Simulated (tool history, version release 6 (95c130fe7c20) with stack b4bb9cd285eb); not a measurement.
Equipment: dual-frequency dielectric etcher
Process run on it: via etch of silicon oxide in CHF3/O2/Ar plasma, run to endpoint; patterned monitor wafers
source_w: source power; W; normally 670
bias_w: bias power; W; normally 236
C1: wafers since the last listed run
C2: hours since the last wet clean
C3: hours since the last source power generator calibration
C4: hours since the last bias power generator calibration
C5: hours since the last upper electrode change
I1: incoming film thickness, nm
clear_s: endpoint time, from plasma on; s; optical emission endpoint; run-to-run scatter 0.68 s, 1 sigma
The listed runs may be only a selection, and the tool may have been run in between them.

Run 1, day 0: usual settings but bias_w 218 W; C1 0; C2 132.3; C3 2027.8; C4 1718.1; C5 5499.1; I1 513.1. Result: clear_s 235 s.
Run 2, day 1.533: usual settings but bias_w 218 W; C1 135; C2 169.1; C3 2064.6; C4 1754.9; C5 5535.9; I1 509.3. Result: clear_s 234.1 s.
Run 3, day 5.2: usual settings but bias_w 218 W; C1 324; C2 257.1; C3 2152.6; C4 1842.9; C5 5623.9; I1 508.5. Result: clear_s 230.3 s.
Run 4, day 9.175: usual settings but source_w 770 W, bias_w 271 W; C1 352; C2 352.5; C3 2248; C4 1938.3; C5 5719.3; I1 506.3. Result: clear_s 203.1 s.
At day 11.842: wet clean of the chamber.
Run 5, day 11.862: usual settings but source_w 770 W, bias_w 271 W; C1 149; C2 0.5; C3 2312.5; C4 2002.8; C5 5783.8; I1 504.2. Result: clear_s 208 s.
Run 6, day 14.154: usual settings but source_w 750 W; C1 203; C2 55.5; C3 2367.5; C4 2057.8; C5 5838.8; I1 508.3. Result: clear_s 220.3 s.
Run 7, day 16.771: usual settings but source_w 750 W; C1 231; C2 118.3; C3 2430.3; C4 2120.6; C5 5901.6; I1 507.8. Result: clear_s 219.6 s.
Run 8, day 21.158: usual settings but source_w 760 W, bias_w 219 W; C1 388; C2 223.6; C3 2535.6; C4 2225.9; C5 6006.9; I1 504. Result: clear_s 220.1 s.
Run 9, day 24.271: usual settings but source_w 760 W, bias_w 219 W; C1 275; C2 298.3; C3 2610.3; C4 2300.6; C5 6081.6; I1 501. Result: clear_s 217.4 s.
At day 29.112: wet clean of the chamber.
Run 10, day 29.133: usual settings but source_w 570 W; C1 342; C2 0.5; C3 2727; C4 2417.3; C5 6198.3; I1 501.4. Result: clear_s 235.1 s.
Run 11, day 32.471: usual settings but source_w 620 W, bias_w 284 W; C1 295; C2 80.6; C3 2807.1; C4 2497.4; C5 6278.4; I1 509.1. Result: clear_s 216 s.
At day 34.025: upper electrode replaced.
Run 12, day 34.046: usual settings but source_w 530 W, bias_w 251 W; C1 50; C2 118.4; C3 2844.9; C4 2535.2; C5 0.5; I1 505.1. Result: clear_s 232.4 s.
At day 34.95: bias power generator calibrated.
Run 13, day 36.554: usual settings; C1 207; C2 178.6; C3 2905.1; C4 38.5; C5 60.7; I1 504.6. Result: clear_s 222.6 s.
At day 36.779: source power generator calibrated.
Run 14, day 38.358: usual settings but source_w 710 W, bias_w 177 W; C1 145; C2 221.9; C3 37.9; C4 81.8; C5 104; I1 507.7. Result: clear_s 243.8 s.
Run 15, day 40.846: usual settings but bias_w 180 W; C1 220; C2 281.6; C3 97.6; C4 141.5; C5 163.7; I1 509.3. Result: clear_s 247.5 s.
Run 16, day 43.208: usual settings but source_w 840 W, bias_w 208 W; C1 209; C2 338.3; C3 154.3; C4 198.2; C5 220.4; I1 509.2. Result: clear_s 218.6 s.
At day 47.183: wet clean of the chamber.
Run 17, day 50.971: usual settings but source_w 570 W; C1 599; C2 90.9; C3 340.6; C4 384.5; C5 406.7; I1 506.7. Result: clear_s 237.3 s.
Run 18, day 54.879: usual settings but source_w 830 W; C1 346; C2 184.7; C3 434.4; C4 478.3; C5 500.5; I1 504.4. Result: clear_s 211.1 s.

5 options for the next run, each taken on its own from the tool as it stands now. Forecast them:
Run A, day 54.9: usual settings but source_w 800 W; C1 1; C2 185.2; C3 434.9; C4 478.8; C5 501; I1 508.6. Result: clear_s ?.
Run B, day 54.9: usual settings but source_w 800 W, bias_w 253 W; C1 1; C2 185.2; C3 434.9; C4 478.8; C5 501; I1 508.6. Result: clear_s ?.
Run C, day 54.9: usual settings but bias_w 190 W; C1 1; C2 185.2; C3 434.9; C4 478.8; C5 501; I1 508.6. Result: clear_s ?.
Run D, day 54.9: usual settings but source_w 510 W, bias_w 291 W; C1 1; C2 185.2; C3 434.9; C4 478.8; C5 501; I1 508.6. Result: clear_s ?.
Run E, day 54.9: usual settings but source_w 720 W, bias_w 283 W; C1 1; C2 185.2; C3 434.9; C4 478.8; C5 501; I1 508.6. Result: clear_s ?.

run  clear_s
  A    215.3
  B    209.9
  C    243.9
  D    223.5
  E    207.2
Without the tool's unlogged condition, the same runs would have read:
run  clear_s
  A    218.3
  B    212.9
  C    247.4
  D    226.6
  E    210.1
